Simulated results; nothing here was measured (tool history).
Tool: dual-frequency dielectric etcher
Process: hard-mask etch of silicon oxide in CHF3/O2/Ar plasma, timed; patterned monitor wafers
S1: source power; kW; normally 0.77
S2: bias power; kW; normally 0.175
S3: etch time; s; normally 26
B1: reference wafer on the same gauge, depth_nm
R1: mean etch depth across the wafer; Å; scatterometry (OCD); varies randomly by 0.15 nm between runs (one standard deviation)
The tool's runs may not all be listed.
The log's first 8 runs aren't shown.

run 9 day=7.621 | S1=0.77 S2=0.175 S3=26 | B1=54.6 | R1=545
run 10 day=8.912 | S1=0.77 S2=0.175 S3=26 | B1=54.6 | R1=543
run 11 day=9.562 | S1=0.77 S2=0.175 S3=26 | B1=54.6 | R1=540
run 12 day=10.583 | S1=0.66 S2=0.158 S3=19.5 | B1=54.6 | R1=370
run 13 day=11.354 | S1=0.77 S2=0.154 S3=21 | B1=54.6 | R1=423
run 14 day=11.888 | S1=0.93 S2=0.204 S3=22 | B1=54.6 | R1=518
run 15 day=12.579 | S1=0.77 S2=0.175 S3=26 | B1=54.6 | R1=539
run 16 day=13.121 | S1=0.77 S2=0.156 S3=31.5 | B1=54.6 | R1=633
-- day=14.696 upper electrode replaced
run 17 day=14.717 | S1=0.77 S2=0.175 S3=26 | B1=54.6 | R1=540
-- day=17.442 bias power generator calibrated
-- day=18.35 wet clean of the chamber
run 18 day=18.708 | S1=0.77 S2=0.175 S3=30.5 | B1=54.6 | R1=678
run 19 day=20.029 | S1=0.93 S2=0.175 S3=26 | B1=54.6 | R1=627
run 20 day=20.55 | S1=0.77 S2=0.175 S3=26 | B1=54.5 | R1=580
run 21 day=21.904 | S1=0.84 S2=0.196 S3=26 | B1=54.6 | R1=616
-- day=22.796 gauge calibrated
run 22 day=23.092 | S1=0.77 S2=0.175 S3=26 | B1=54.6 | R1=576
-- day=23.583 source power generator calibrated
run 23 day=23.921 | S1=0.77 S2=0.175 S3=26 | B1=54.6 | R1=574
run 24 day=24.862 | S1=0.61 S2=0.15 S3=26 | B1=54.6 | R1=503
run 25 day=25.467 | S1=0.77 S2=0.153 S3=26 | B1=54.6 | R1=557
run 26 day=26.108 | S1=0.91 S2=0.205 S3=23.5 | B1=54.6 | R1=583
-- day=27.667 wet clean of the chamber, repeated, since the last time left the tool worse
run 27 day=30.517 | S1=0.96 S2=0.191 S3=21.5 | B1=54.6 | R1=509
run 28 day=31.217 | S1=0.77 S2=0.175 S3=29.5 | B1=54.6 | R1=625
run 29 day=35.679 | S1=0.77 S2=0.19 S3=29 | B1=54.6 | R1=626
run 30 day=36.325 | S1=0.71 S2=0.175 S3=22.5 | B1=54.6 | R1=457

Consider 4 possible next runs. They are alternatives, not a sequence: every one starts from the tool as it was left by run 30. What does each give?
run A day=36.342 | S1=0.77 S2=0.175 S3=26 | B1=? | R1=?
run B day=36.342 | S1=0.77 S2=0.143 S3=20 | B1=? | R1=?
run C day=36.342 | S1=0.71 S2=0.175 S3=23.5 | B1=? | R1=?
run D day=36.342 | S1=0.77 S2=0.131 S3=26 | B1=? | R1=?

run=A B1=54.6 R1=548
run=B B1=54.6 R1=399
run=C B1=54.6 R1=479
run=D B1=54.6 R1=508
With the hidden condition removed and each run's random variation left untouched, the same runs would have given:
run=A R1=554
run=B R1=403
run=C R1=483
run=D R1=513
